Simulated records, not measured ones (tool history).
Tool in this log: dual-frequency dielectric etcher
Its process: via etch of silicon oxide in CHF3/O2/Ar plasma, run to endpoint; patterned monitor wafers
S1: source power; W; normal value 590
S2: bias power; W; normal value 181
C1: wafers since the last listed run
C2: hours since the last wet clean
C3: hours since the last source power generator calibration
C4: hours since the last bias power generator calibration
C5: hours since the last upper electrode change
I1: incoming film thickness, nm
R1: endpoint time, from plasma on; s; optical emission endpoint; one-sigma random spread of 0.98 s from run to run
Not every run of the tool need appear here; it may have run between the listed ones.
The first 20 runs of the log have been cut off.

run 21 hour=1635.2 | S1=730 S2=165 | C1=162 C2=512.1 C3=3474.3 C4=854.9 C5=51.2 | I1=444.6 | R1=199
-- hour=1653.7 source power generator calibrated
run 22 hour=1693.6 | S1=590 S2=181 | C1=194 C2=570.5 C3=39.9 C4=913.3 C5=109.6 | I1=443.2 | R1=218.6
-- hour=1747.7 wet clean of the chamber
run 23 hour=1798.8 | S1=590 S2=181 | C1=289 C2=51.1 C3=145.1 C4=1018.5 C5=214.8 | I1=444.3 | R1=221.7
run 24 hour=1873.1 | S1=590 S2=202 | C1=265 C2=125.4 C3=219.4 C4=1092.8 C5=289.1 | I1=441.6 | R1=213.2
run 25 hour=1936.5 | S1=700 S2=155 | C1=226 C2=188.8 C3=282.8 C4=1156.2 C5=352.5 | I1=448 | R1=212.4
run 26 hour=2079.3 | S1=590 S2=148 | C1=509 C2=331.6 C3=425.6 C4=1299 C5=495.3 | I1=446.5 | R1=232.3
run 27 hour=2128.4 | S1=500 S2=217 | C1=175 C2=380.7 C3=474.7 C4=1348.1 C5=544.4 | I1=445.7 | R1=226.8
run 28 hour=2233.4 | S1=540 S2=207 | C1=374 C2=485.7 C3=579.7 C4=1453.1 C5=649.4 | I1=450.8 | R1=222.7
run 29 hour=2329.9 | S1=700 S2=163 | C1=344 C2=582.2 C3=676.2 C4=1549.6 C5=745.9 | I1=446.4 | R1=206.2
run 30 hour=2380.8 | S1=450 S2=193 | C1=181 C2=633.1 C3=727.1 C4=1600.5 C5=796.8 | I1=449.4 | R1=245.2
run 31 hour=2433 | S1=550 S2=181 | C1=186 C2=685.3 C3=779.3 C4=1652.7 C5=849 | I1=444.3 | R1=221.5
-- hour=2513.6 wet clean of the chamber
run 32 hour=2514.1 | S1=710 S2=158 | C1=203 C2=0.5 C3=860.4 C4=1733.8 C5=930.1 | I1=448.8 | R1=212.1
run 33 hour=2546.7 | S1=590 S2=181 | C1=116 C2=33.1 C3=893 C4=1766.4 C5=962.7 | I1=449.2 | R1=221.4
run 34 hour=2602.8 | S1=660 S2=181 | C1=200 C2=89.2 C3=949.1 C4=1822.5 C5=1018.8 | I1=446.9 | R1=211.4
run 35 hour=2668.7 | S1=730 S2=155 | C1=235 C2=155.1 C3=1015 C4=1888.4 C5=1084.7 | I1=448.2 | R1=208
run 36 hour=2763.5 | S1=590 S2=181 | C1=338 C2=249.9 C3=1109.8 C4=1983.2 C5=1179.5 | I1=444.8 | R1=217.9

Predict each of these 3 candidate next runs independently; none follows another, all start after run 36:
run A hour=2764 | S1=590 S2=181 | C1=1 C2=250.4 C3=1110.3 C4=1983.7 C5=1180 | I1=449.5 | R1=?
run B hour=2764 | S1=690 S2=160 | C1=1 C2=250.4 C3=1110.3 C4=1983.7 C5=1180 | I1=449.5 | R1=?
run C hour=2764 | S1=590 S2=151 | C1=1 C2=250.4 C3=1110.3 C4=1983.7 C5=1180 | I1=449.5 | R1=?

run=A R1=219.5
run=B R1=210.5
run=C R1=229.6
Without the tool's unlogged condition, the same runs would have read:
run=A R1=225.2
run=B R1=215.9
run=C R1=235.5
